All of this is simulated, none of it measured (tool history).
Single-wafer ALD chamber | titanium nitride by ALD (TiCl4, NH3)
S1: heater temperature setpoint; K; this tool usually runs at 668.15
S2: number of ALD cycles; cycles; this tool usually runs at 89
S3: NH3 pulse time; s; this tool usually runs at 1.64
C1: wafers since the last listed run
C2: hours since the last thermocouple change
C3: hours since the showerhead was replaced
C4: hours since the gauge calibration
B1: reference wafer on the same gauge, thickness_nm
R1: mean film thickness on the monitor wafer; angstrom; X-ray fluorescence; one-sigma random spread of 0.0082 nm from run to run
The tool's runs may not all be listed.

run	day	S1	S2	S3	C1	C2	C3	C4	B1	R1
1	0.000	668.15	89	1.64	0	2609.0	2565.5	178.6	2.090	20.23
2	0.433	668.15	102	1.64	29	2619.4	2575.9	189.0	2.090	22.95
# day 0.638: gauge calibrated
3	1.121	668.15	102	1.64	46	2635.9	2592.4	11.6	2.092	22.98
4	1.554	668.15	102	1.64	29	2646.3	2602.8	22.0	2.089	23.06
5	2.246	668.15	89	1.64	46	2662.9	2619.4	38.6	2.091	20.17
6	2.500	668.15	89	1.64	17	2669.0	2625.5	44.7	2.089	20.20
7	3.079	668.15	89	1.64	39	2682.9	2639.4	58.6	2.091	20.09
# day 3.921: showerhead replaced
8	3.942	668.15	89	1.23	35	2703.6	0.5	79.3	2.090	19.85
9	4.329	668.15	89	1.23	26	2712.9	9.8	88.6	2.091	20.01
10	4.646	668.15	89	1.23	21	2720.5	17.4	96.2	2.091	19.90
11	4.988	668.15	89	1.64	23	2728.7	25.6	104.4	2.091	20.17
12	5.671	668.15	78	1.64	46	2745.1	42.0	120.8	2.093	17.64
# day 6.246: thermocouple changed; heater temperature recalibrated
13	6.267	668.15	78	1.64	17	0.5	56.3	135.1	2.088	17.61
14	7.242	682.15	89	1.84	66	23.9	79.7	158.5	2.088	20.27
15	7.821	668.15	89	1.64	39	37.8	93.6	172.4	2.089	20.07
16	8.275	676.15	89	1.64	30	48.7	104.5	183.3	2.091	20.35
17	8.771	668.15	89	1.64	33	60.6	116.4	195.2	2.088	20.06
# day 9.208: gauge calibrated
18	9.250	668.15	89	1.91	32	72.1	127.9	1.0	2.092	20.12
19	9.617	668.15	89	1.64	24	80.9	136.7	9.8	2.091	20.02
20	9.875	668.15	77	1.36	17	87.1	142.9	16.0	2.089	17.37
21	10.492	668.15	89	1.09	41	101.9	157.7	30.8	2.092	19.91
22	10.900	654.15	103	1.46	27	111.7	167.5	40.6	2.089	22.92
23	11.621	668.15	82	1.64	48	129.0	184.8	57.9	2.088	18.54
24	12.208	675.15	104	1.29	39	143.1	198.9	72.0	2.090	23.42
25	12.521	668.15	89	1.64	21	150.6	206.4	79.5	2.091	20.03
26	13.042	668.15	89	1.82	35	163.1	218.9	92.0	2.091	20.10

What differs in the tool's unlogged condition from the final listed run ahead of each entry between runs to the first listed run following it?
Runs 2 to 3: gauge calibrated (day 0.638)
  both runs share identical hidden conditions
Runs 7 to 8: showerhead replaced (day 3.921)
  both runs share identical hidden conditions
Runs 12 to 13: thermocouple changed; heater temperature recalibrated (day 6.246)
  both runs share identical hidden conditions
Runs 17 to 18: gauge calibrated (day 9.208)
  both runs share identical hidden conditions

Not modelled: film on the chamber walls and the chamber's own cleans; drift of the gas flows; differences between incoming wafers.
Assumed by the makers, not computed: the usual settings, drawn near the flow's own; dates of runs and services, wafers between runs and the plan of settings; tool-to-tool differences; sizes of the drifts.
